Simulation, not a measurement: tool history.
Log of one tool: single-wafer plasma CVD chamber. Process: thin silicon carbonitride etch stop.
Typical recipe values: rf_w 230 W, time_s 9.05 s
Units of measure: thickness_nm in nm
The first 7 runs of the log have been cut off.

run,hour,rf_w,time_s,wafers since the last listed run,hours since the last thermocouple change,hours since the last RF generator calibration,hours since the showerhead was replaced,hours since the gauge calibration,"read-back reference wafer on the same gauge, thickness_nm",thickness_nm
8,694.5,230,8.61,3263,2314.7,1297.8,6851.2,2913.6,5.91,5.173
# hour 708.4: gauge calibrated
9,759.7,230,8.61,1994,2379.9,1363,6916.4,51.3,5.91,5.194
# hour 794.7: showerhead replaced
10,845.8,230,9.05,2388,2466,1449.1,51.1,137.4,5.912,5.421
11,901.6,230,10.04,1706,2521.8,1504.9,106.9,193.2,5.906,5.994
12,1046.3,230,9.05,4425,2666.5,1649.6,251.6,337.9,5.909,5.375
13,1093,230,9.05,1428,2713.2,1696.3,298.3,384.6,5.912,5.425
14,1159.9,230,9.05,2046,2780.1,1763.2,365.2,451.5,5.911,5.327
15,1202.9,230,9.05,1315,2823.1,1806.2,408.2,494.5,5.904,5.418
16,1298.9,230,8.61,2936,2919.1,1902.2,504.2,590.5,5.909,5.153
17,1346.4,265,9.79,1452,2966.6,1949.7,551.7,638,5.913,6.046
18,1409.5,185,7.6,1929,3029.7,2012.8,614.8,701.1,5.908,4.21
# hour 1456: RF generator calibrated
# hour 1498.8: thermocouple changed; heater temperature recalibrated
19,1505.9,230,9.05,2459,7.1,49.9,711.2,797.5,5.91,5.321
20,1566.1,230,10.63,1841,67.3,110.1,771.4,857.7,5.91,6.213
21,1626.4,215,10.66,1844,127.6,170.4,831.7,918,5.909,6.126
22,1671,200,8.26,1364,172.2,215,876.3,962.6,5.913,4.626
23,1751.6,215,7.97,2465,252.8,295.6,956.9,1043.2,5.907,4.599
24,1803.6,190,7.35,1590,304.8,347.6,1008.9,1095.2,5.91,4.041
25,1840,260,8.19,1113,341.2,384,1045.3,1131.6,5.911,4.964
# hour 1871.9: RF generator calibrated, repeated, since the last time left the tool worse
26,1945.9,210,10.24,2994,447.1,74,1151.2,1237.5,5.912,6.015

What does the tool deliver on the next run?
27,2006.5,265,9.05,1853,507.7,134.6,1211.8,1298.1,?,?

Run 27 came out at read-back reference wafer on the same gauge, thickness_nm 5.912, thickness_nm 5.702 nm.
If the tool had no hidden condition, the same run with the same run-to-run variation would have returned thickness_nm 5.712 nm.

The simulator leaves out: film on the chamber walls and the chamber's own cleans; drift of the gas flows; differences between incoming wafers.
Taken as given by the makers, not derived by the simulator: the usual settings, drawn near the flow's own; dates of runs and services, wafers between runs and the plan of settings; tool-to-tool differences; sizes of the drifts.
